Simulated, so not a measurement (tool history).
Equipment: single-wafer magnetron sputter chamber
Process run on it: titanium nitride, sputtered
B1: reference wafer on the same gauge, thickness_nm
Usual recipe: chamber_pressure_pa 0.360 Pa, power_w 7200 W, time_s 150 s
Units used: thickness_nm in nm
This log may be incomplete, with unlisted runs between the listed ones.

run 1 hour=0.0 | chamber_pressure_pa=0.360 power_w=7200 time_s=150 | B1=233.796 | thickness_nm=198.422
run 2 hour=90.8 | chamber_pressure_pa=0.360 power_w=7200 time_s=150 | B1=233.975 | thickness_nm=197.849
run 3 hour=179.9 | chamber_pressure_pa=0.360 power_w=7200 time_s=150 | B1=233.802 | thickness_nm=198.456
-- hour=232.8 sputter target and shields replaced
run 4 hour=256.6 | chamber_pressure_pa=0.360 power_w=8200 time_s=169 | B1=233.919 | thickness_nm=257.153
run 5 hour=306.6 | chamber_pressure_pa=0.360 power_w=8200 time_s=169 | B1=233.884 | thickness_nm=257.184
run 6 hour=345.7 | chamber_pressure_pa=0.360 power_w=7600 time_s=150 | B1=233.933 | thickness_nm=210.668
run 7 hour=428.2 | chamber_pressure_pa=0.360 power_w=7600 time_s=150 | B1=233.877 | thickness_nm=209.542
-- hour=466.6 magnet pack replaced
run 8 hour=498.1 | chamber_pressure_pa=0.360 power_w=7600 time_s=150 | B1=234.100 | thickness_nm=209.300
run 9 hour=554.7 | chamber_pressure_pa=0.360 power_w=6450 time_s=150 | B1=234.375 | thickness_nm=177.412
run 10 hour=611.6 | chamber_pressure_pa=0.360 power_w=6450 time_s=150 | B1=233.980 | thickness_nm=177.707
-- hour=643.8 gauge calibrated
-- hour=692.7 sputter target and shields replaced
run 11 hour=719.3 | chamber_pressure_pa=0.318 power_w=7950 time_s=140 | B1=234.375 | thickness_nm=211.618
run 12 hour=769.3 | chamber_pressure_pa=0.277 power_w=6450 time_s=177 | B1=234.142 | thickness_nm=219.840
run 13 hour=855.1 | chamber_pressure_pa=0.360 power_w=8450 time_s=150 | B1=233.785 | thickness_nm=234.492
-- hour=995.0 capacitance manometer re-zeroed and calibrated
run 14 hour=1069.1 | chamber_pressure_pa=0.360 power_w=7200 time_s=123 | B1=234.118 | thickness_nm=163.005
run 15 hour=1128.9 | chamber_pressure_pa=0.502 power_w=6650 time_s=176 | B1=234.064 | thickness_nm=199.234
-- hour=1182.2 sputter target and shields replaced
run 16 hour=1211.7 | chamber_pressure_pa=0.360 power_w=8000 time_s=150 | B1=233.873 | thickness_nm=222.246
run 17 hour=1285.6 | chamber_pressure_pa=0.273 power_w=7700 time_s=126 | B1=233.951 | thickness_nm=188.264
run 18 hour=1359.9 | chamber_pressure_pa=0.429 power_w=8350 time_s=171 | B1=233.978 | thickness_nm=254.084
run 19 hour=1396.7 | chamber_pressure_pa=0.360 power_w=7200 time_s=150 | B1=234.152 | thickness_nm=199.885
run 20 hour=1443.2 | chamber_pressure_pa=0.360 power_w=7200 time_s=150 | B1=233.877 | thickness_nm=198.309
run 21 hour=1506.7 | chamber_pressure_pa=0.459 power_w=6000 time_s=150 | B1=233.829 | thickness_nm=156.792

Each row is a separate what-if for the run after 21, all from the same tool condition, not one after another. Results?
run A hour=1507.1 | chamber_pressure_pa=0.360 power_w=6000 time_s=150 | B1=? | thickness_nm=?
run B hour=1507.1 | chamber_pressure_pa=0.360 power_w=6500 time_s=125 | B1=? | thickness_nm=?
run C hour=1507.1 | chamber_pressure_pa=0.414 power_w=7900 time_s=172 | B1=? | thickness_nm=?
run D hour=1507.1 | chamber_pressure_pa=0.274 power_w=8000 time_s=170 | B1=? | thickness_nm=?

run=A B1=233.934 thickness_nm=165.656
run=B B1=233.934 thickness_nm=149.550
run=C B1=233.934 thickness_nm=243.426
run=D B1=233.934 thickness_nm=261.493
Had the tool no hidden state, the same runs would have come out as:
run=A thickness_nm=167.873
run=B thickness_nm=151.552
run=C thickness_nm=246.684
run=D thickness_nm=264.993
